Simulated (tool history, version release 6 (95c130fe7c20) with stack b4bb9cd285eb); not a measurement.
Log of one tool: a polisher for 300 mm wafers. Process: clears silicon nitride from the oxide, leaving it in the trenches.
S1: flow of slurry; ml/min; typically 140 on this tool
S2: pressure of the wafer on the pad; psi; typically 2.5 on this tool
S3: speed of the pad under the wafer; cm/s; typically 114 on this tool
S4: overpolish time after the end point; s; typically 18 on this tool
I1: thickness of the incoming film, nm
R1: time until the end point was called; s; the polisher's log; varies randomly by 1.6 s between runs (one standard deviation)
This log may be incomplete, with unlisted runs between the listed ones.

run,hour,S1,S2,S3,S4,I1,R1
1,0,140,1.9,114,18,123.7,156.4
2,13.7,140,1.9,114,18,123.7,154.1
# hour 19.9: worn pad replaced by a new one
3,20.4,140,2.5,114,18,125.6,117.5
4,72.8,140,2.2,114,18,124.9,134.6
5,86.2,140,2.2,114,18,122.3,128.1
6,99.5,125,2.5,114,18,123.4,115.7
# hour 121.9: slurry nozzle cleaned
# hour 135.1: worn pad replaced by a new one
7,152.6,125,2.5,114,18,125.7,118.7
8,165.9,125,2.5,114,18,122.9,113.8
9,178,140,2.5,114,18,125.5,115.6
10,194.2,140,2.5,114,18,124.7,114.1
11,201.3,140,2.5,114,18,126.5,114.7
12,214.1,90,3.4,136,21,123,74.5
13,226.5,140,2.5,114,18,125.8,116.8
14,239.7,115,2.5,96,18,126.5,132
# hour 251.2: worn pad replaced by a new one, of another model than before
15,254,185,2.5,154,26,122.9,91.7
16,269.2,140,1.8,114,18,124.2,139.7
# hour 274.4: head pressure recalibrated
17,281.4,140,2.5,114,18,124.7,127.1
18,287.5,105,2.5,114,18,126.5,130.2
19,305.4,105,2.8,80,28,124.1,148.6
20,316.7,140,2.5,114,18,125.9,127.1
21,329.6,160,1.8,90,25,122.3,173.9
22,340.6,165,2.8,150,9,125.6,99.4
# hour 357.2: worn pad replaced by a new one
23,357.7,175,2.5,114,18,124.8,125.1

Per-run results on a tool with no hidden state, each run keeping its own random variation:
Hidden state present: removal rate lost through wear of the pad, %; slurry flow missing at the pad, %; deviation of the head's pressure from its setpoint, %.
run,R1
1,166.5
2,164.4
3,125.5
4,145.2
5,138.6
6,125.5
7,130.2
8,125.2
9,127.5
10,126.2
11,127.1
12,82.8
13,130.2
14,147.6
15,98.5
16,150.3
17,127.4
18,130.5
19,148.9
20,127.4
21,174.3
22,99.7
23,125.5
